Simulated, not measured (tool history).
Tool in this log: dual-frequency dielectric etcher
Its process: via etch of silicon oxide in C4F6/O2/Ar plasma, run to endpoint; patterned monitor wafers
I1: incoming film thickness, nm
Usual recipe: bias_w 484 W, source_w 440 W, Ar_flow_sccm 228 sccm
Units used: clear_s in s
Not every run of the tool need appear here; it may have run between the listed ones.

{"run": 1, "hour": 0.0, "bias_w": 484, "source_w": 440, "Ar_flow_sccm": 198, "I1": 125.5, "clear_s": 26.2}
{"run": 2, "hour": 19.5, "bias_w": 484, "source_w": 440, "Ar_flow_sccm": 198, "I1": 125.8, "clear_s": 25.8}
{"run": 3, "hour": 35.3, "bias_w": 484, "source_w": 440, "Ar_flow_sccm": 198, "I1": 125.2, "clear_s": 26.1}
{"run": 4, "hour": 50.6, "bias_w": 484, "source_w": 440, "Ar_flow_sccm": 228, "I1": 125.8, "clear_s": 25.8}
{"run": 5, "hour": 67.6, "bias_w": 484, "source_w": 440, "Ar_flow_sccm": 228, "I1": 125.6, "clear_s": 25.9}
{"run": 6, "hour": 86.8, "bias_w": 484, "source_w": 440, "Ar_flow_sccm": 228, "I1": 124.8, "clear_s": 26.2}
{"run": 7, "hour": 112.2, "bias_w": 484, "source_w": 440, "Ar_flow_sccm": 228, "I1": 124.6, "clear_s": 25.7}
{"run": 8, "hour": 148.2, "bias_w": 484, "source_w": 440, "Ar_flow_sccm": 228, "I1": 124.8, "clear_s": 26.2}
{"hour": 187.3, "done": "upper electrode replaced"}
{"hour": 188.3, "done": "Ar flow controller replaced"}
{"run": 9, "hour": 188.8, "bias_w": 602, "source_w": 350, "Ar_flow_sccm": 228, "I1": 125.0, "clear_s": 25.8}

Run 10, settings as shown, results not yet in. Your forecast:
{"hour": 196.4, "done": "bias power generator calibrated"}
{"run": 10, "hour": 212.0, "bias_w": 484, "source_w": 500, "Ar_flow_sccm": 178, "I1": 125.1, "clear_s": "?"}

clear_s: 24.0 s
With no hidden state in the tool, this same run would have given clear_s 24.0 s.
